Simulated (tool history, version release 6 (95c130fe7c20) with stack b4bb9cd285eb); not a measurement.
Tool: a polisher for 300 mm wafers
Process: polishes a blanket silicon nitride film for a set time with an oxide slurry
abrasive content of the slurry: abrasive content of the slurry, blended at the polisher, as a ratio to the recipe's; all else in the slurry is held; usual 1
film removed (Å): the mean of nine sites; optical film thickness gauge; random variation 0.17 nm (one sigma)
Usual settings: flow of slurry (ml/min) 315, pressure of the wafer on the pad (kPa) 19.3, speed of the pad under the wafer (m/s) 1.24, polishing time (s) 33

run,day,flow of slurry (ml/min),pressure of the wafer on the pad (kPa),speed of the pad under the wafer (m/s),abrasive content of the slurry,polishing time (s),wafers since the last listed run,wafers polished on this pad,hours since the slurry nozzle was cleaned,hours since the head pressure was calibrated,hours since the slurry blender was calibrated,hours since the conditioning disc was replaced,"incoming thickness of the incoming film, nm",film removed (Å)
1,0,315,19.3,1.24,1,29,0,739,359.2,883.3,178.7,47.6,621.4,149
# day 0.717: worn pad replaced by a new one
2,0.738,315,19.3,1.24,1,29,188,6,376.9,901,196.4,65.3,625.2,145
# day 1.292: slurry blender recalibrated
3,1.312,315,19.3,1.24,1,25,162,168,390.7,914.8,0.5,79.1,630.1,133
4,1.575,315,19.3,1.24,1,25,86,255,397,921.1,6.8,85.4,621.5,134
5,2.092,315,19.3,1.24,1,33,170,425,409.4,933.5,19.2,97.8,628.7,173
6,2.55,315,19.3,1.24,1,33,151,576,420.4,944.5,30.2,108.8,632.7,173
7,2.979,315,19.3,1.24,1,33,141,718,430.7,954.8,40.5,119.1,633,173
8,3.658,315,19.3,1.24,1,33,224,942,447,971.1,56.8,135.4,623.1,172
# day 3.842: worn pad replaced by a new one
9,4.229,315,19.3,1.24,1,33,133,127,460.7,984.8,70.5,149.1,638.7,175
10,4.658,315,19.3,1.24,1,33,141,268,471,995.1,80.8,159.4,634.2,170
11,5.242,315,19.3,1.24,1,33,192,461,485,1009.1,94.8,173.4,624.2,171
12,5.692,315,19.3,1.24,1,38,148,609,495.8,1019.9,105.6,184.2,627.5,197
13,6.396,220,19.3,1.56,0.9,33,232,842,512.7,1036.8,122.5,201.1,631.2,190
# day 6.692: worn pad replaced by a new one
14,6.967,345,19.3,1.24,1,33,133,90,526.4,1050.5,136.2,214.8,633,172
15,7.442,315,15.2,1.24,1,23,156,247,537.8,1061.9,147.6,226.2,631.3,97
16,8.383,230,13.8,1.24,1,42,310,557,560.4,1084.5,170.2,248.8,637.9,160
# day 8.746: conditioning disc replaced and pad reconditioned
17,8.992,315,25.5,1.46,1,38,173,730,575,1099.1,184.8,5.9,636.1,276
# day 9.15: head pressure recalibrated
# day 9.288: worn pad replaced by a new one
# day 10.317: slurry blender recalibrated
# day 10.379: slurry nozzle cleaned
18,11.079,315,19.3,1.24,1,33,574,550,16.8,46.3,18.3,56,632.7,179
# day 11.842: worn pad replaced by a new one
19,11.862,315,19.3,1.6,1,22,203,6,35.6,65.1,37.1,74.8,630.3,142
20,12.071,315,23.4,1.24,1,33,68,75,40.6,70.1,42.1,79.8,624,204
21,12.746,315,22.8,1.24,0.75,33,222,298,56.8,86.3,58.3,96,625.7,181
22,13.096,315,19.3,1.24,1,33,115,413,65.2,94.7,66.7,104.4,636.1,173
23,13.804,315,19.3,1.24,1,40,233,647,82.2,111.7,83.7,121.4,634.9,207
24,14.296,315,13.8,1.24,1,33,162,809,94,123.5,95.5,133.2,627.7,134
25,14.558,315,19.3,1.24,1,22,86,896,100.3,129.8,101.8,139.5,630.6,113

3 ways to go on from here, each from the tool as it stands after run 25. What would each give?
A,14.575,315,19.3,1.24,1,33,5,901,100.7,130.2,102.2,139.9,628.1,?
B,14.575,385,19.3,1.24,1,43,5,901,100.7,130.2,102.2,139.9,628.1,?
C,14.575,255,13.1,1.4,1,28,5,901,100.7,130.2,102.2,139.9,628.1,?

run,film removed (Å)
A,168
B,222
C,115
Without the tool's hidden state the same runs would have given:
run,film removed (Å)
A,174
B,230
C,119
